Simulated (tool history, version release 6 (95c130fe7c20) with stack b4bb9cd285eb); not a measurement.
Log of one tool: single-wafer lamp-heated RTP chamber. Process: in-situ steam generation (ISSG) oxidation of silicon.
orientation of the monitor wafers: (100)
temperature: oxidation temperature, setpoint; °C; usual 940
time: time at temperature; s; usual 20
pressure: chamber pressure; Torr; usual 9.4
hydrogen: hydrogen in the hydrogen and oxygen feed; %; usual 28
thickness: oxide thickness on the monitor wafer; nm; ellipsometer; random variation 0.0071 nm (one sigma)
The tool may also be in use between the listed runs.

run    hour  temperature  time  pressure  hydrogen  read-back reference wafer on the same gauge, thickness  thickness
  1     0.0          940    20       9.4        28                                                   5.599      4.735
       28.2  -- pyrometer window cleaned and pyrometer calibrated
  2    39.4          940    20       9.4        28                                                   5.598      4.680
  3    63.8          940    20      10.0        28                                                   5.601      4.623
  4    95.4          940    20       8.8        28                                                   5.602      4.739
  5   162.8          940    20       9.4        28                                                   5.598      4.687
  6   191.9          935    20       9.4        28                                                   5.598      4.638
  7   234.1          935    20       9.4        28                                                   5.600      4.631
  8   271.9          929    20       9.4        28                                                   5.600      4.573
      299.2  -- pyrometer window cleaned and pyrometer calibrated
  9   302.9          929    20       9.4        28                                                   5.600      4.537
 10   344.0          940    20       9.4        28                                                   5.600      4.676
 11   407.1          953    20       9.4        28                                                   5.601      4.874
 12   467.3          953    20       9.4        28                                                   5.600      4.872
 13   511.6          940    20       9.4        28                                                   5.601      4.701
 14   536.7          940    20       9.4        21                                                   5.599      4.421
      565.7  -- gauge calibrated
 15   599.5          940    20       9.4        21                                                   5.600      4.434
      610.0  -- pyrometer window cleaned and pyrometer calibrated
 16   660.4          940    20       9.4        28                                                   5.598      4.672
 17   704.8          940    20       9.4        28                                                   5.599      4.677
 18   739.5          940    20       9.4        32                                                   5.602      4.812
 19   804.2          940    15       9.4        25                                                   5.600      4.108
 20   869.3          923    17       9.4        24                                                   5.600      4.082
      915.9  -- hydrogen flow controller replaced
      924.2  -- pyrometer window cleaned and pyrometer calibrated
 21   936.0          940    20       9.4        28                                                   5.599      4.668
 22   960.1          954    20       9.4        23                                                   5.603      4.670
 23  1001.6          940    27       9.4        28                                                   5.601      5.283
     1074.6  -- pressure gauge zeroed
 24  1075.1          959    20       9.4        28                                                   5.601      4.995
 25  1126.2          940    20       9.4        28                                                   5.600      4.737
 26  1151.8          940    20       9.4        28                                                   5.601      4.748
     1193.2  -- pyrometer window cleaned and pyrometer calibrated
 27  1219.1          940    20       9.4        28                                                   5.599      4.723
 28  1274.3          933    20       9.4        22                                                   5.602      4.391
 29  1323.7          927    20       9.8        32                                                   5.600      4.658
 30  1360.0          949    20       9.4        28                                                   5.602      4.856
 31  1412.8          957    20       9.4        28                                                   5.600      4.986

Forecast each of these 4 alternatives for the next run:
  A  1413.2          940    20       9.4        28                                                       ?          ?
  B  1413.2          925    20       9.4        28                                                       ?          ?
  C  1413.2          940    13       9.4        28                                                       ?          ?
  D  1413.2          940    23       9.4        28                                                       ?          ?

run  read-back reference wafer on the same gauge, thickness  thickness
  A                                                   5.601      4.738
  B                                                   5.601      4.546
  C                                                   5.601      4.036
  D                                                   5.601      5.009
Without the tool's hidden state the same runs would have given:
run  thickness
  A      4.711
  B      4.522
  C      4.017
  D      4.979

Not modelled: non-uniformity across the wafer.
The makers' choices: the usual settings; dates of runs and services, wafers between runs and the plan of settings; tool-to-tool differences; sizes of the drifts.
